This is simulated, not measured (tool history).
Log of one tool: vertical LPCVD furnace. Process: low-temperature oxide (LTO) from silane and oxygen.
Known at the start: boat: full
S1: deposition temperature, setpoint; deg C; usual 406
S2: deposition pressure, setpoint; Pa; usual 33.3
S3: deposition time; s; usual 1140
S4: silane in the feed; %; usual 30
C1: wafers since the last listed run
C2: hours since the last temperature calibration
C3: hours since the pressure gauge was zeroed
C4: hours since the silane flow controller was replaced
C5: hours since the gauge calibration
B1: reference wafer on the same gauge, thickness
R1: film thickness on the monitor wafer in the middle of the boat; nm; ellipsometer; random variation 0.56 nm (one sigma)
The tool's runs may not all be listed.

{"run": 1, "day": 0.0, "S1": 406, "S2": 33.3, "S3": 1140, "S4": 33, "C1": 0, "C2": 2947.3, "C3": 3278.7, "C4": 2810.1, "C5": 63.1, "B1": 132.98, "R1": 175.76}
{"run": 2, "day": 0.783, "S1": 406, "S2": 33.3, "S3": 1140, "S4": 33, "C1": 288, "C2": 2966.1, "C3": 3297.5, "C4": 2828.9, "C5": 81.9, "B1": 133.01, "R1": 176}
{"run": 3, "day": 1.212, "S1": 406, "S2": 33.3, "S3": 1140, "S4": 30, "C1": 158, "C2": 2976.4, "C3": 3307.8, "C4": 2839.2, "C5": 92.2, "B1": 133.03, "R1": 154.2}
{"run": 4, "day": 1.683, "S1": 406, "S2": 33.3, "S3": 1140, "S4": 30, "C1": 173, "C2": 2987.7, "C3": 3319.1, "C4": 2850.5, "C5": 103.5, "B1": 132.93, "R1": 153.79}
{"run": 5, "day": 2.158, "S1": 406, "S2": 33.3, "S3": 1140, "S4": 30, "C1": 174, "C2": 2999.1, "C3": 3330.5, "C4": 2861.9, "C5": 114.9, "B1": 132.94, "R1": 154.44}
{"run": 6, "day": 2.904, "S1": 406, "S2": 33.3, "S3": 1140, "S4": 30, "C1": 274, "C2": 3017, "C3": 3348.4, "C4": 2879.8, "C5": 132.8, "B1": 133.04, "R1": 153.81}
{"day": 3.925, "done": "pressure gauge zeroed"}
{"run": 7, "day": 3.946, "S1": 401, "S2": 33.3, "S3": 1140, "S4": 30, "C1": 15, "C2": 3042, "C3": 0.5, "C4": 2904.8, "C5": 157.8, "B1": 132.96, "R1": 144.2}
{"run": 8, "day": 4.154, "S1": 406, "S2": 33.3, "S3": 1140, "S4": 30, "C1": 76, "C2": 3047, "C3": 5.5, "C4": 2909.8, "C5": 162.8, "B1": 132.99, "R1": 154.45}
{"day": 6.321, "done": "gauge calibrated"}
{"day": 6.558, "done": "thermocouples replaced and temperature profile calibrated"}
{"day": 7.3, "done": "silane flow controller replaced"}
{"run": 9, "day": 7.321, "S1": 410, "S2": 29.3, "S3": 1140, "S4": 32, "C1": 525, "C2": 18.3, "C3": 81.5, "C4": 0.5, "C5": 24, "B1": 132.99, "R1": 154.65}
{"run": 10, "day": 7.529, "S1": 406, "S2": 33.3, "S3": 1140, "S4": 30, "C1": 76, "C2": 23.3, "C3": 86.5, "C4": 5.5, "C5": 29, "B1": 133.06, "R1": 154.25}
{"run": 11, "day": 7.733, "S1": 397, "S2": 33.3, "S3": 870, "S4": 30, "C1": 75, "C2": 28.2, "C3": 91.4, "C4": 10.4, "C5": 33.9, "B1": 133, "R1": 104.89}

Run 12 comes next. What will it give?
{"run": 12, "day": 8.162, "S1": 406, "S2": 33.3, "S3": 870, "S4": 30, "C1": 158, "C2": 38.5, "C3": 101.7, "C4": 20.7, "C5": 44.2, "B1": "?", "R1": "?"}

B1: 133.03
R1: 117.09 nm
Without the tool's hidden state the same run would have given R1 117.09 nm.
